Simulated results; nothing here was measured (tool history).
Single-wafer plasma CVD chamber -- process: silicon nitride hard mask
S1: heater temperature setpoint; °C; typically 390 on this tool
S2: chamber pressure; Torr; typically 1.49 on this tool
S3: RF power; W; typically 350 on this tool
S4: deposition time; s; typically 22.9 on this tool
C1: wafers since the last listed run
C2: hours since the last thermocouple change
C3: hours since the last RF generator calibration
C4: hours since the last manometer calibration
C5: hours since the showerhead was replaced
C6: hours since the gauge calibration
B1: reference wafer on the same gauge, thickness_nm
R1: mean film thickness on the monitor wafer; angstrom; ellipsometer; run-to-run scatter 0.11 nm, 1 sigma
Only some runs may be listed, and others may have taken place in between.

Run 1, hour 0.0: usual settings but S4 21.7 s; C1 0; C2 463.0; C3 397.2; C4 1215.2; C5 6944.4; C6 38.0; B1 34.708. Result: R1 303.46 angstrom.
Run 2, hour 62.6: usual settings but S4 21.7 s; C1 1430; C2 525.6; C3 459.8; C4 1277.8; C5 7007.0; C6 100.6; B1 34.717. Result: R1 301.39 angstrom.
Run 3, hour 107.6: usual settings but S4 21.7 s; C1 1028; C2 570.6; C3 504.8; C4 1322.8; C5 7052.0; C6 145.6; B1 34.704. Result: R1 302.40 angstrom.
Run 4, hour 160.7: usual settings but S3 315 W; C1 1213; C2 623.7; C3 557.9; C4 1375.9; C5 7105.1; C6 198.7; B1 34.721. Result: R1 298.89 angstrom.
Run 5, hour 187.6: usual settings but S3 315 W; C1 614; C2 650.6; C3 584.8; C4 1402.8; C5 7132.0; C6 225.6; B1 34.724. Result: R1 297.41 angstrom.
Run 6, hour 251.1: usual settings but S3 315 W; C1 1451; C2 714.1; C3 648.3; C4 1466.3; C5 7195.5; C6 289.1; B1 34.687. Result: R1 296.76 angstrom.
Run 7, hour 307.8: usual settings; C1 1295; C2 770.8; C3 705.0; C4 1523.0; C5 7252.2; C6 345.8; B1 34.710. Result: R1 318.10 angstrom.
At hour 341.1: showerhead replaced.
Run 8, hour 341.8: usual settings; C1 594; C2 804.8; C3 739.0; C4 1557.0; C5 0.7; C6 379.8; B1 34.691. Result: R1 315.57 angstrom.
Run 9, hour 372.3: usual settings; C1 697; C2 835.3; C3 769.5; C4 1587.5; C5 31.2; C6 410.3; B1 34.726. Result: R1 315.65 angstrom.
Run 10, hour 442.7: usual settings; C1 1608; C2 905.7; C3 839.9; C4 1657.9; C5 101.6; C6 480.7; B1 34.684. Result: R1 314.33 angstrom.
Run 11, hour 523.8: usual settings but S3 395 W; C1 1853; C2 986.8; C3 921.0; C4 1739.0; C5 182.7; C6 561.8; B1 34.676. Result: R1 338.47 angstrom.
At hour 573.8: thermocouple changed; heater temperature recalibrated.
Run 12, hour 579.6: usual settings; C1 1092; C2 5.8; C3 976.8; C4 1794.8; C5 238.5; C6 617.6; B1 34.701. Result: R1 311.18 angstrom.
Run 13, hour 624.6: usual settings but S1 377 °C, S4 25.5 s; C1 1028; C2 50.8; C3 1021.8; C4 1839.8; C5 283.5; C6 662.6; B1 34.711. Result: R1 348.08 angstrom.
At hour 652.0: RF generator calibrated.
Run 14, hour 663.4: usual settings; C1 703; C2 89.6; C3 11.4; C4 1878.6; C5 322.3; C6 701.4; B1 34.711. Result: R1 299.78 angstrom.
At hour 706.9: gauge calibrated.
Run 15, hour 720.0: usual settings but S2 1.70 Torr, S3 370 W; C1 1293; C2 146.2; C3 68.0; C4 1935.2; C5 378.9; C6 13.1; B1 34.652. Result: R1 321.73 angstrom.
At hour 750.9: capacitance manometer re-zeroed and calibrated.
Run 16, hour 767.8: usual settings but S1 403 °C, S4 24.9 s; C1 909; C2 194.0; C3 115.8; C4 16.9; C5 426.7; C6 60.9; B1 34.667. Result: R1 325.94 angstrom.
Run 17, hour 813.5: usual settings; C1 1044; C2 239.7; C3 161.5; C4 62.6; C5 472.4; C6 106.6; B1 34.693. Result: R1 300.41 angstrom.
At hour 838.5: RF generator calibrated, repeated, since the last time left the tool worse.
Run 18, hour 844.2: usual settings but S1 394 °C, S2 1.16 Torr, S3 415 W, S4 18.7 s; C1 518; C2 270.4; C3 5.7; C4 93.3; C5 503.1; C6 137.3; B1 34.713. Result: R1 272.86 angstrom.
Run 19, hour 898.4: usual settings but S1 382 °C, S2 1.32 Torr, S3 295 W, S4 26.3 s; C1 1238; C2 324.6; C3 59.9; C4 147.5; C5 557.3; C6 191.5; B1 34.689. Result: R1 321.13 angstrom.
Run 20, hour 954.0: usual settings but S1 385 °C, S2 1.13 Torr; C1 1270; C2 380.2; C3 115.5; C4 203.1; C5 612.9; C6 247.1; B1 34.750. Result: R1 300.68 angstrom.
Run 21, hour 989.5: usual settings but S4 26.4 s; C1 811; C2 415.7; C3 151.0; C4 238.6; C5 648.4; C6 282.6; B1 34.729. Result: R1 368.55 angstrom.
Run 22, hour 1039.9: usual settings; C1 1151; C2 466.1; C3 201.4; C4 289.0; C5 698.8; C6 333.0; B1 34.691. Result: R1 318.00 angstrom.

Below, each run's measurement less what the same run would have read without the hidden state. Both values contain the same run-to-run variation, but the gauge's scatter may not be the same in both:
Hidden state present: wafer temperature above the value expected at the setpoint (K); delivered RF power above the setpoint (%); true pressure above the setpoint (%); gauge reads high (%).
run      R1
  1   -2.06
  2   -2.59
  3   -3.05
  4   -3.76
  5   -4.06
  6   -4.89
  7   -5.85
  8   -6.34
  9   -6.85
 10   -8.07
 11  -10.21
 12  -10.75
 13  -13.17
 14  -21.25
 15  -22.37
 16  -23.28
 17  -21.61
 18   -1.44
 19   -2.03
 20   -1.85
 21   -2.40
 22   -2.25
